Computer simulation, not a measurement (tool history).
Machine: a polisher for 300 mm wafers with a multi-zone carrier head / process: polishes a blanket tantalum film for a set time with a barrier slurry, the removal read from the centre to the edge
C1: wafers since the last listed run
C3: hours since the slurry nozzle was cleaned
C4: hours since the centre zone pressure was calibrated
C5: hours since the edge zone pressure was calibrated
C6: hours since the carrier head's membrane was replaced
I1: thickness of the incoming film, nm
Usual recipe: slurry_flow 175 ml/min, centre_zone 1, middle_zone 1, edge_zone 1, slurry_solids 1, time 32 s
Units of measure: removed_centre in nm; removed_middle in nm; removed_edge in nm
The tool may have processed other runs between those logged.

run 1 hour=0 | slurry_flow=175 centre_zone=1 middle_zone=1 edge_zone=1 slurry_solids=1 time=32 | C1=0 wafers_polished_on_this_pad=513 C3=3.7 C4=209.5 C5=861.8 C6=1331.6 | I1=473 | removed_centre=50.9 removed_middle=50.5 removed_edge=50.9
run 2 hour=70.1 | slurry_flow=175 centre_zone=1 middle_zone=1 edge_zone=1 slurry_solids=0.75 time=32 | C1=730 wafers_polished_on_this_pad=1244 C3=73.8 C4=279.6 C5=931.9 C6=1401.7 | I1=465 | removed_centre=44.5 removed_middle=44 removed_edge=44.5
-- hour=110.7 edge zone pressure recalibrated
run 3 hour=141.8 | slurry_flow=175 centre_zone=1 middle_zone=1 edge_zone=1 slurry_solids=1 time=32 | C1=726 wafers_polished_on_this_pad=1971 C3=145.5 C4=351.3 C5=31.1 C6=1473.4 | I1=470 | removed_centre=50.6 removed_middle=49.6 removed_edge=49.1
-- hour=166.8 centre zone pressure recalibrated
run 4 hour=198.2 | slurry_flow=175 centre_zone=1 middle_zone=1 edge_zone=1 slurry_solids=1 time=32 | C1=567 wafers_polished_on_this_pad=2538 C3=201.9 C4=31.4 C5=87.5 C6=1529.8 | I1=464.5 | removed_centre=49.7 removed_middle=49.1 removed_edge=50.7
run 5 hour=263 | slurry_flow=175 centre_zone=1 middle_zone=1 edge_zone=1 slurry_solids=1 time=32 | C1=675 wafers_polished_on_this_pad=3213 C3=266.7 C4=96.2 C5=152.3 C6=1594.6 | I1=474.3 | removed_centre=49 removed_middle=48.6 removed_edge=49.7
-- hour=325.5 slurry nozzle cleaned, repeated, since the last time left the tool worse
run 6 hour=328 | slurry_flow=175 centre_zone=1 middle_zone=1 edge_zone=1 slurry_solids=1 time=32 | C1=667 wafers_polished_on_this_pad=3880 C3=2.5 C4=161.2 C5=217.3 C6=1659.6 | I1=471.4 | removed_centre=54.5 removed_middle=52 removed_edge=52.8
-- hour=390.3 worn pad replaced by a new one
run 7 hour=409.9 | slurry_flow=175 centre_zone=0.94 middle_zone=1 edge_zone=1 slurry_solids=1 time=32 | C1=812 wafers_polished_on_this_pad=203 C3=84.4 C4=243.1 C5=299.2 C6=1741.5 | I1=474.3 | removed_centre=51 removed_middle=52.8 removed_edge=53.5
run 8 hour=496 | slurry_flow=175 centre_zone=1 middle_zone=1 edge_zone=1 slurry_solids=1 time=32 | C1=897 wafers_polished_on_this_pad=1101 C3=170.5 C4=329.2 C5=385.3 C6=1827.6 | I1=471.7 | removed_centre=53 removed_middle=53.1 removed_edge=53.7
run 9 hour=576.9 | slurry_flow=175 centre_zone=1 middle_zone=1 edge_zone=1 slurry_solids=1 time=32 | C1=843 wafers_polished_on_this_pad=1944 C3=251.4 C4=410.1 C5=466.2 C6=1908.5 | I1=465.1 | removed_centre=53.9 removed_middle=51.9 removed_edge=53.4
-- hour=620.7 centre zone pressure recalibrated
-- hour=651.8 carrier head's membrane replaced by a new one
run 10 hour=669.4 | slurry_flow=175 centre_zone=1 middle_zone=1 edge_zone=1 slurry_solids=1 time=32 | C1=891 wafers_polished_on_this_pad=2836 C3=343.9 C4=48.7 C5=558.7 C6=17.6 | I1=474.8 | removed_centre=52.6 removed_middle=51.9 removed_edge=51.6
run 11 hour=716.8 | slurry_flow=205 centre_zone=1.08 middle_zone=1 edge_zone=0.94 slurry_solids=0.7 time=32 | C1=494 wafers_polished_on_this_pad=3330 C3=391.3 C4=96.1 C5=606.1 C6=65 | I1=471.1 | removed_centre=50.7 removed_middle=45.4 removed_edge=44.4
run 12 hour=765.1 | slurry_flow=155 centre_zone=1.09 middle_zone=1 edge_zone=1 slurry_solids=1 time=32 | C1=503 wafers_polished_on_this_pad=3833 C3=439.6 C4=144.4 C5=654.4 C6=113.3 | I1=471.6 | removed_centre=56.4 removed_middle=51.4 removed_edge=51.8
run 13 hour=838.3 | slurry_flow=135 centre_zone=1.03 middle_zone=1.05 edge_zone=1.06 slurry_solids=1 time=32 | C1=763 wafers_polished_on_this_pad=4596 C3=512.8 C4=217.6 C5=727.6 C6=186.5 | I1=477.9 | removed_centre=52.4 removed_middle=51.7 removed_edge=51.4
-- hour=883.8 worn pad replaced by a new one
-- hour=902.4 slurry nozzle cleaned
run 14 hour=910.4 | slurry_flow=175 centre_zone=1 middle_zone=1 edge_zone=1 slurry_solids=1 time=32 | C1=699 wafers_polished_on_this_pad=267 C3=8 C4=289.7 C5=799.7 C6=258.6 | I1=466.5 | removed_centre=54.7 removed_middle=53.8 removed_edge=53.2
run 15 hour=979.6 | slurry_flow=130 centre_zone=1 middle_zone=1 edge_zone=0.96 slurry_solids=0.75 time=23 | C1=721 wafers_polished_on_this_pad=988 C3=77.2 C4=358.9 C5=868.9 C6=327.8 | I1=476.1 | removed_centre=33.6 removed_middle=32.7 removed_edge=32.3
run 16 hour=1082.7 | slurry_flow=175 centre_zone=1 middle_zone=1.08 edge_zone=1 slurry_solids=1.25 time=27 | C1=1074 wafers_polished_on_this_pad=2063 C3=180.3 C4=462 C5=972 C6=430.9 | I1=478.3 | removed_centre=48.8 removed_middle=51.1 removed_edge=47.4
-- hour=1091.9 centre zone pressure recalibrated
-- hour=1130.7 edge zone pressure recalibrated
run 17 hour=1190.5 | slurry_flow=175 centre_zone=1 middle_zone=1 edge_zone=0.88 slurry_solids=1 time=42 | C1=1082 wafers_polished_on_this_pad=3145 C3=288.1 C4=98.6 C5=59.8 C6=538.7 | I1=467 | removed_centre=71 removed_middle=68 removed_edge=64.6
-- hour=1282.3 worn pad replaced by a new one
run 18 hour=1282.8 | slurry_flow=175 centre_zone=1 middle_zone=1 edge_zone=1 slurry_solids=1.1 time=23 | C1=920 wafers_polished_on_this_pad=5 C3=380.4 C4=190.9 C5=152.1 C6=631 | I1=472.4 | removed_centre=39.6 removed_middle=39 removed_edge=38.6
run 19 hour=1321.8 | slurry_flow=175 centre_zone=1 middle_zone=1 edge_zone=1 slurry_solids=0.8 time=32 | C1=406 wafers_polished_on_this_pad=411 C3=419.4 C4=229.9 C5=191.1 C6=670 | I1=467.9 | removed_centre=48.4 removed_middle=48.2 removed_edge=48
-- hour=1388 slurry nozzle cleaned
run 20 hour=1410 | slurry_flow=175 centre_zone=1 middle_zone=1 edge_zone=1 slurry_solids=1 time=32 | C1=909 wafers_polished_on_this_pad=1321 C3=22 C4=318.1 C5=279.3 C6=758.2 | I1=463.4 | removed_centre=55.4 removed_middle=53.2 removed_edge=52.7
run 21 hour=1487.2 | slurry_flow=175 centre_zone=1 middle_zone=1 edge_zone=1 slurry_solids=1 time=32 | C1=804 wafers_polished_on_this_pad=2125 C3=99.2 C4=395.3 C5=356.5 C6=835.4 | I1=470.2 | removed_centre=55.2 removed_middle=52.3 removed_edge=52.5
-- hour=1512.4 centre zone pressure recalibrated
run 22 hour=1588.7 | slurry_flow=155 centre_zone=1.11 middle_zone=1 edge_zone=1 slurry_solids=0.8 time=40 | C1=1037 wafers_polished_on_this_pad=3163 C3=200.7 C4=76.3 C5=458 C6=936.9 | I1=469.5 | removed_centre=66.9 removed_middle=59.9 removed_edge=59.5

How the hidden state differs across the entries between the runs, from the last listed run before each to the first after it:
Logged between run 2 and run 3: edge zone pressure recalibrated (hour 110.7)
  slurry flow missing at the pad, %: 42.4 -> 45.1
  measured value less the no-hidden-state value, removed_centre: -3.9 -> -4.9 nm; removed_middle: -3.4 -> -4.3 nm; removed_edge: -2.5 -> -3 nm
Logged between run 3 and run 4: centre zone pressure recalibrated (hour 166.8)
  slurry flow missing at the pad, %: 45.1 -> 47.3
  measured value less the no-hidden-state value, removed_centre: -4.9 -> -5.1 nm; removed_middle: -4.3 -> -4.6 nm; removed_edge: -3 -> -3.3 nm
Logged between run 5 and run 6: slurry nozzle cleaned, repeated, since the last time left the tool worse (hour 325.5)
  slurry flow missing at the pad, %: 49.7 -> 1.79
  measured value less the no-hidden-state value, removed_centre: -5.5 -> -0.2 nm; removed_middle: -4.8 -> -0.2 nm; removed_edge: -3.5 -> -0.1 nm
Logged between run 6 and run 7: worn pad replaced by a new one (hour 390.3)
  slurry flow missing at the pad, %: 1.79 -> 4.88
  measured value less the no-hidden-state value, removed_centre: -0.2 -> -0.3 nm; removed_middle: -0.2 -> -0.3 nm; removed_edge: -0.1 -> -0.2 nm
Logged between run 9 and run 10: centre zone pressure recalibrated (hour 620.7); carrier head's membrane replaced by a new one (hour 651.8)
  slurry flow missing at the pad, %: 11.2 -> 14.7
  measured value less the no-hidden-state value, removed_centre: -0.9 -> -1.2 nm; removed_middle: -0.7 -> -1 nm; removed_edge: -0.6 -> -0.8 nm
Logged between run 13 and run 14: worn pad replaced by a new one (hour 883.8); slurry nozzle cleaned (hour 902.4)
  slurry flow missing at the pad, %: 21.1 -> 1.36
  measured value less the no-hidden-state value, removed_centre: -2.2 -> -0.1 nm; removed_middle: -1.9 -> -0.1 nm; removed_edge: -1.4 -> -0.1 nm
Logged between run 16 and run 17: centre zone pressure recalibrated (hour 1091.9); edge zone pressure recalibrated (hour 1130.7)
  slurry flow missing at the pad, %: 7.87 -> 11.9
  measured value less the no-hidden-state value, removed_centre: -0.5 -> -1.3 nm; removed_middle: -0.5 -> -1 nm; removed_edge: -0.3 -> -0.7 nm
Logged between run 17 and run 18: worn pad replaced by a new one (hour 1282.3)
  slurry flow missing at the pad, %: 11.9 -> 15.4
  measured value less the no-hidden-state value, removed_centre: -1.3 -> -1 nm; removed_middle: -1 -> -0.8 nm; removed_edge: -0.7 -> -0.6 nm
Logged between run 19 and run 20: slurry nozzle cleaned (hour 1388)
  slurry flow missing at the pad, %: 16.9 -> 2.22
  measured value less the no-hidden-state value, removed_centre: -1.3 -> -0.2 nm; removed_middle: -1.1 -> -0.2 nm; removed_edge: -0.8 -> -0.1 nm
Logged between run 21 and run 22: centre zone pressure recalibrated (hour 1512.4)
  slurry flow missing at the pad, %: 5.13 -> 8.97
  measured value less the no-hidden-state value, removed_centre: -0.4 -> -1 nm; removed_middle: -0.3 -> -0.8 nm; removed_edge: -0.2 -> -0.5 nm

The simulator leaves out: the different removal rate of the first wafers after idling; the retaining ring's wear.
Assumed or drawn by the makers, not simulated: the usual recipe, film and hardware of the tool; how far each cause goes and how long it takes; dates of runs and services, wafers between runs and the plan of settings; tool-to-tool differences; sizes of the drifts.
